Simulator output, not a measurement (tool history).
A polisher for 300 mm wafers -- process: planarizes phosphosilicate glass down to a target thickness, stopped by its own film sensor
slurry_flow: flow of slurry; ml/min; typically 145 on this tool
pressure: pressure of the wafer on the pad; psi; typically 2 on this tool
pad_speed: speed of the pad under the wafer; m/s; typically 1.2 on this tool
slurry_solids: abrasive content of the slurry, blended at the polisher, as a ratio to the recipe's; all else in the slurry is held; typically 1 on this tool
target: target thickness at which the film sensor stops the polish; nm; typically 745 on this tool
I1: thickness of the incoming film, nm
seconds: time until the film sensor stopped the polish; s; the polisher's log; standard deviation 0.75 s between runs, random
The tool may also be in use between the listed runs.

Run 1, hour 0: usual settings but pressure 2.4 psi; I1 1153.6. Result: seconds 48.4 s.
Run 2, hour 23.4: usual settings but pressure 2.4 psi; I1 1153.3. Result: seconds 48.6 s.
At hour 42.2: slurry blender recalibrated.
At hour 63.2: worn pad replaced by a new one.
Run 3, hour 88.8: usual settings; I1 1160.2. Result: seconds 60 s.
Run 4, hour 101.4: usual settings; I1 1143.6. Result: seconds 58.3 s.
Run 5, hour 136.7: usual settings but pad_speed 1.34 m/s; I1 1159.1. Result: seconds 55.4 s.
At hour 155: head pressure recalibrated.
Run 6, hour 158: usual settings but pad_speed 1.34 m/s; I1 1167. Result: seconds 58.9 s.
At hour 167.2: worn pad replaced by a new one.
Run 7, hour 179.3: usual settings but slurry_solids 0.8; I1 1174.1. Result: seconds 75.7 s.
Run 8, hour 213.7: usual settings but slurry_solids 0.8; I1 1137.9. Result: seconds 70 s.
Run 9, hour 230.1: usual settings but slurry_solids 0.8; I1 1157.1. Result: seconds 75.9 s.
At hour 246.4: conditioning disc replaced and pad reconditioned.
At hour 254.3: slurry nozzle cleaned.
At hour 260.6: worn pad replaced by a new one.
Run 10, hour 261.4: usual settings; I1 1154.8. Result: seconds 59.2 s.
Run 11, hour 279.9: usual settings but pad_speed 1.4 m/s, slurry_solids 1.15; I1 1156.3. Result: seconds 48.2 s.

Run 12, settings as shown, results not yet in. Your forecast:
At hour 286.3: slurry blender recalibrated.
Run 12, hour 302.6: usual settings but slurry_flow 125 ml/min; I1 1146.9. Result: seconds ?.

Logged for run 12: seconds 60.2 s.
Were there no unlogged condition in the tool, this run, its random variation unchanged, would have produced seconds 59.4 s.

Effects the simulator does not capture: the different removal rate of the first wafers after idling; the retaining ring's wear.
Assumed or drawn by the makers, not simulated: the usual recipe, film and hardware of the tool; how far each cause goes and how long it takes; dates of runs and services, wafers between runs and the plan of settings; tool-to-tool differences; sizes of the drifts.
